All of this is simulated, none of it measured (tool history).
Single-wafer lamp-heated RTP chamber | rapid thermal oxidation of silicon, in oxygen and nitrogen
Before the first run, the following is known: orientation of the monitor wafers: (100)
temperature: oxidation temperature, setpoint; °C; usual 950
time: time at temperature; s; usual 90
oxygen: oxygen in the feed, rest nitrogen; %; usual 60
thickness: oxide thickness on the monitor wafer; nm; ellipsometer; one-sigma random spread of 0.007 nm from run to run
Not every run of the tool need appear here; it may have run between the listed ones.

run,hour,temperature,time,oxygen,"read-back reference wafer on the same gauge, thickness",thickness
1,0.0,950,90,60,3.980,4.735
2,17.6,950,90,60,3.980,4.738
3,32.0,950,90,60,3.981,4.750
4,48.2,950,90,60,3.979,4.765
5,61.8,950,90,60,3.980,4.754
6,75.7,950,90,60,3.979,4.764
# hour 85.4: pyrometer window cleaned and pyrometer calibrated
7,86.1,950,90,60,3.979,4.695
# hour 93.5: gauge calibrated
8,99.5,950,90,60,3.979,4.691
9,110.2,950,90,60,3.980,4.707
10,126.4,963,90,60,3.980,5.162
# hour 143.7: oxygen flow controller replaced
11,144.2,950,90,60,3.979,4.711
12,153.1,950,90,60,3.979,4.713
13,170.6,963,90,85,3.979,5.815
14,178.0,950,67,83,3.981,4.638
15,184.9,950,112,60,3.980,5.165
16,192.2,950,90,60,3.979,4.721
17,198.8,950,90,81,3.981,5.207
18,208.3,961,121,37,3.979,4.975

Some steps in thickness between neighbouring runs. How much of each would the tool show without its hidden state too (settings, what came in, random variation), and how much is left for the hidden state, with any gauge scatter that isn't in both results?
The hidden state here: true wafer temperature minus pyrometer reading, K; deviation of the oxygen flow from its setpoint, %; gauge reads high (%).
Run 6 -> 7: pyrometer window cleaned and pyrometer calibrated. thickness -0.069 nm: hidden state -0.068, all else -0.001.
Run 13 -> 14: temperature 963 -> 950, time 90 -> 67, oxygen 85 -> 83. thickness -1.177 nm: hidden state -0.011, all else -1.166.
